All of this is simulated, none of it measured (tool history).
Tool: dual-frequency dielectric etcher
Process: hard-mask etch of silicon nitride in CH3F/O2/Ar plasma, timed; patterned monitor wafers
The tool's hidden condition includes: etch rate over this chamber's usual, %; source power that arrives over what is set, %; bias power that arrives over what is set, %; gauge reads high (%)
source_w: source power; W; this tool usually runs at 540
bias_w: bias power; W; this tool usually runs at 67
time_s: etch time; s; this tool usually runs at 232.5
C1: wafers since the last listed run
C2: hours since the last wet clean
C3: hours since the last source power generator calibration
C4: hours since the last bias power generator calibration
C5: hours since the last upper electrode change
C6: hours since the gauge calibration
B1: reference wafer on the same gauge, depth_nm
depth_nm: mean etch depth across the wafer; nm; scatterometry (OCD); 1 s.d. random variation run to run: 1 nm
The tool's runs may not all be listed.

Run 1, hour 0: usual settings; C1 0; C2 21.5; C3 4806; C4 3656.6; C5 4343.2; C6 212.2; B1 175.9. Result: depth_nm 174.6 nm.
Run 2, hour 31.2: usual settings; C1 139; C2 52.7; C3 4837.2; C4 3687.8; C5 4374.4; C6 243.4; B1 176.3. Result: depth_nm 176 nm.
Run 3, hour 46.7: usual settings; C1 69; C2 68.2; C3 4852.7; C4 3703.3; C5 4389.9; C6 258.9; B1 176. Result: depth_nm 176.4 nm.
Run 4, hour 68.2: usual settings; C1 96; C2 89.7; C3 4874.2; C4 3724.8; C5 4411.4; C6 280.4; B1 176.4. Result: depth_nm 176.3 nm.
Run 5, hour 94.3: usual settings; C1 116; C2 115.8; C3 4900.3; C4 3750.9; C5 4437.5; C6 306.5; B1 176. Result: depth_nm 176.8 nm.
Run 6, hour 127.1: usual settings; C1 146; C2 148.6; C3 4933.1; C4 3783.7; C5 4470.3; C6 339.3; B1 176.3. Result: depth_nm 177.4 nm.
Run 7, hour 157.4: usual settings; C1 135; C2 178.9; C3 4963.4; C4 3814; C5 4500.6; C6 369.6; B1 176.2. Result: depth_nm 177 nm.
Run 8, hour 186.2: usual settings; C1 128; C2 207.7; C3 4992.2; C4 3842.8; C5 4529.4; C6 398.4; B1 175.9. Result: depth_nm 177.2 nm.
Run 9, hour 213.2: usual settings but time_s 185.5 s; C1 120; C2 234.7; C3 5019.2; C4 3869.8; C5 4556.4; C6 425.4; B1 175.9. Result: depth_nm 142.2 nm.
Run 10, hour 231.4: usual settings but time_s 185.5 s; C1 81; C2 252.9; C3 5037.4; C4 3888; C5 4574.6; C6 443.6; B1 176.1. Result: depth_nm 143.6 nm.
Run 11, hour 253.8: usual settings but source_w 460 W; C1 100; C2 275.3; C3 5059.8; C4 3910.4; C5 4597; C6 466; B1 176.3. Result: depth_nm 164.1 nm.
At hour 259.9: gauge calibrated.
Run 12, hour 283.5: usual settings but bias_w 55 W, time_s 212 s; C1 132; C2 305; C3 5089.5; C4 3940.1; C5 4626.7; C6 23.6; B1 176.1. Result: depth_nm 152.5 nm.
At hour 288.4: bias power generator calibrated.
Run 13, hour 307.7: usual settings but source_w 490 W, bias_w 81 W, time_s 198.5 s; C1 90; C2 329.2; C3 5113.7; C4 19.3; C5 4650.9; C6 47.8; B1 175.8. Result: depth_nm 157.5 nm.
At hour 349: upper electrode replaced.
Run 14, hour 349.5: usual settings but source_w 630 W, bias_w 61 W, time_s 184.5 s; C1 79; C2 371; C3 5155.5; C4 61.1; C5 0.5; C6 89.6; B1 175.8. Result: depth_nm 150.7 nm.
Run 15, hour 374.4: usual settings; C1 111; C2 395.9; C3 5180.4; C4 86; C5 25.4; C6 114.5; B1 176.1. Result: depth_nm 182.4 nm.
Run 16, hour 407.1: usual settings; C1 146; C2 428.6; C3 5213.1; C4 118.7; C5 58.1; C6 147.2; B1 176.2. Result: depth_nm 182.4 nm.
Run 17, hour 422.5: usual settings but bias_w 81 W, time_s 182.5 s; C1 68; C2 444; C3 5228.5; C4 134.1; C5 73.5; C6 162.6; B1 176.2. Result: depth_nm 153.7 nm.
At hour 458.7: wet clean of the chamber.
Run 18, hour 459.2: usual settings but source_w 590 W, bias_w 58 W, time_s 200 s; C1 56; C2 0.5; C3 5265.2; C4 170.8; C5 110.2; C6 199.3; B1 176.2. Result: depth_nm 150.4 nm.
At hour 471.2: source power generator calibrated.
Run 19, hour 483: usual settings but source_w 600 W, bias_w 57 W, time_s 172 s; C1 88; C2 24.3; C3 11.8; C4 194.6; C5 134; C6 223.1; B1 175.7. Result: depth_nm 129.7 nm.
Run 20, hour 590.7: usual settings but bias_w 82 W, time_s 191 s; C1 481; C2 132; C3 119.5; C4 302.3; C5 241.7; C6 330.8; B1 175.8. Result: depth_nm 159 nm.
Run 21, hour 608.6: usual settings but source_w 410 W, bias_w 74 W, time_s 202 s; C1 80; C2 149.9; C3 137.4; C4 320.2; C5 259.6; C6 348.7; B1 176.4. Result: depth_nm 139.3 nm.

Hidden state or all else? Some run-to-run changes of depth_nm, split into what the settings, what came in and random variation would give without the hidden state, and what is left for the hidden state (with any gauge scatter that isn't in both results):
Run 8 -> 9: time_s 232.5 -> 185.5. depth_nm -35 nm: hidden state -0.2, all else -34.8.
Run 14 -> 15: source_w 630 -> 540, bias_w 61 -> 67, time_s 184.5 -> 232.5. depth_nm +31.7 nm: hidden state +1.4, all else +30.3.
Run 17 -> 18: source_w 540 -> 590, bias_w 81 -> 58, time_s 182.5 -> 200, wet clean of the chamber. depth_nm -3.3 nm: hidden state -5.5, all else +2.2.
Run 19 -> 20: source_w 600 -> 540, bias_w 57 -> 82, time_s 172 -> 191. depth_nm +29.3 nm: hidden state +1.8, all else +27.5.
